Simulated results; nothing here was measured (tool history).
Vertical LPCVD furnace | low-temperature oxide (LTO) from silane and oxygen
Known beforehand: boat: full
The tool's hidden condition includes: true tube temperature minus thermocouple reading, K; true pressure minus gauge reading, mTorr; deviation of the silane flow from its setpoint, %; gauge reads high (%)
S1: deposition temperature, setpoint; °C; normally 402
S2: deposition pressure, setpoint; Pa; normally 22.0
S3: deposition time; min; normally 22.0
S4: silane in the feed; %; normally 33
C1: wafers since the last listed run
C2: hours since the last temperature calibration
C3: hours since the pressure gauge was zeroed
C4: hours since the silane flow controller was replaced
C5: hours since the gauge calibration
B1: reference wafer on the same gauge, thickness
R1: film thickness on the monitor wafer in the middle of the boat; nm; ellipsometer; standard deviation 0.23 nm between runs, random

run     day   S1    S2    S3  S4   C1      C2      C3      C4     C5      B1      R1
  1   0.000  402  22.0  22.0  33    0  2848.4  2106.7  3603.7  115.6  156.03  125.74
  2   0.562  402  22.0  22.0  33  157  2861.9  2120.2  3617.2  129.1  155.95  126.11
  3   0.896  402  22.0  22.0  33   93  2869.9  2128.2  3625.2  137.1  156.07  125.63
  4   1.383  402  22.0  22.0  33  136  2881.6  2139.9  3636.9  148.8  156.06  126.12
  5   2.033  402  22.0  22.0  33  182  2897.2  2155.5  3652.5  164.4  156.02  125.58
      3.642  -- pressure gauge zeroed
  6   3.662  402  22.0  28.5  38  176  2936.3     0.5  3691.6  203.5  156.14  205.76
  7   4.167  402  22.0  28.5  38  141  2948.4    12.6  3703.7  215.6  156.05  205.61
      4.504  -- gauge calibrated
  8   4.850  402  25.3  22.0  36  191  2964.8    29.0  3720.1    8.3  156.01  170.80
  9   5.342  402  25.3  22.0  36  137  2976.6    40.8  3731.9   20.1  155.95  171.02
 10   5.829  395  22.0  22.0  33  136  2988.3    52.5  3743.6   31.8  156.04  121.58
 11   6.558  402  22.0  22.0  33  204  3005.8    70.0  3761.1   49.3  156.02  131.72
      7.767  -- thermocouples replaced and temperature profile calibrated
 12   7.788  402  22.0  22.0  33   64     0.5    99.5  3790.6   78.8  155.92  131.73
 13   7.929  402  22.0  15.0  31   39     3.9   102.9  3794.0   82.2  156.00   82.26
 14   8.067  402  22.0  22.0  33   38     7.2   106.2  3797.3   85.5  155.99  131.83
 15   8.204  395  25.3  28.5  28   38    10.5   109.5  3800.6   88.8  155.90  141.66
 16   8.642  402  20.0  30.5  35  122    21.0   120.0  3811.1   99.3  155.93  180.12
 17   9.100  402  22.0  22.0  33  128    32.0   131.0  3822.1  110.3  156.06  131.82
 18   9.383  402  18.7  16.0  38   79    38.8   137.8  3828.9  117.1  155.92   98.23
 19  10.012  402  19.3  22.0  33  176    53.9   152.9  3844.0  132.2  155.98  115.78
 20  10.267  402  25.3  22.0  33   71    60.0   159.0  3850.1  138.3  155.99  151.61
     11.367  -- silane flow controller replaced
 21  11.388  402  19.3  22.0  37   33    86.9   185.9     0.5  165.2  156.00  135.08
 22  11.525  402  22.0  14.0  39   38    90.2   189.2     3.8  168.5  156.05  104.24
 23  11.667  402  26.7  22.0  33   39    93.6   192.6     7.2  171.9  156.15  160.17
 24  12.075  402  26.0  22.0  33  114   103.4   202.4    17.0  181.7  156.05  155.46
 25  12.454  402  22.0  22.0  33  106   112.5   211.5    26.1  190.8  156.00  132.29
     12.796  -- gauge calibrated
 26  12.829  402  22.0  22.0  33  105   121.5   220.5    35.1    0.8  156.03  131.51
 27  13.275  402  22.0  22.0  33  124   132.2   231.2    45.8   11.5  155.86  131.42
 28  13.792  411  18.0  18.0  37  144   144.6   243.6    58.2   23.9  156.01  113.35
 29  14.304  406  19.3  22.0  36  143   156.9   255.9    70.5   36.2  155.97  136.19
 30  14.933  402  22.0  22.0  33  176   172.0   271.0    85.6   51.3  156.10  132.23

Predict each of these 5 candidate next runs independently; none follows another, all start after run 30:
  A  15.075  402  22.0  22.0  33  39  175.4  274.4  89.0  54.7   ?   ?
  B  15.075  402  22.0  22.0  38  39  175.4  274.4  89.0  54.7   ?   ?
  C  15.075  398  24.7  29.5  36  39  175.4  274.4  89.0  54.7   ?   ?
  D  15.075  402  27.3  22.0  39  39  175.4  274.4  89.0  54.7   ?   ?
  E  15.075  410  18.0  18.5  39  39  175.4  274.4  89.0  54.7   ?   ?

run      B1      R1
  A  156.00  131.49
  B  156.00  158.32
  C  156.00  212.11
  D  156.00  202.75
  E  156.00  122.90
With no hidden state in the tool, these same runs would have given:
run      R1
  A  130.38
  B  156.99
  C  210.52
  D  201.38
  E  121.64

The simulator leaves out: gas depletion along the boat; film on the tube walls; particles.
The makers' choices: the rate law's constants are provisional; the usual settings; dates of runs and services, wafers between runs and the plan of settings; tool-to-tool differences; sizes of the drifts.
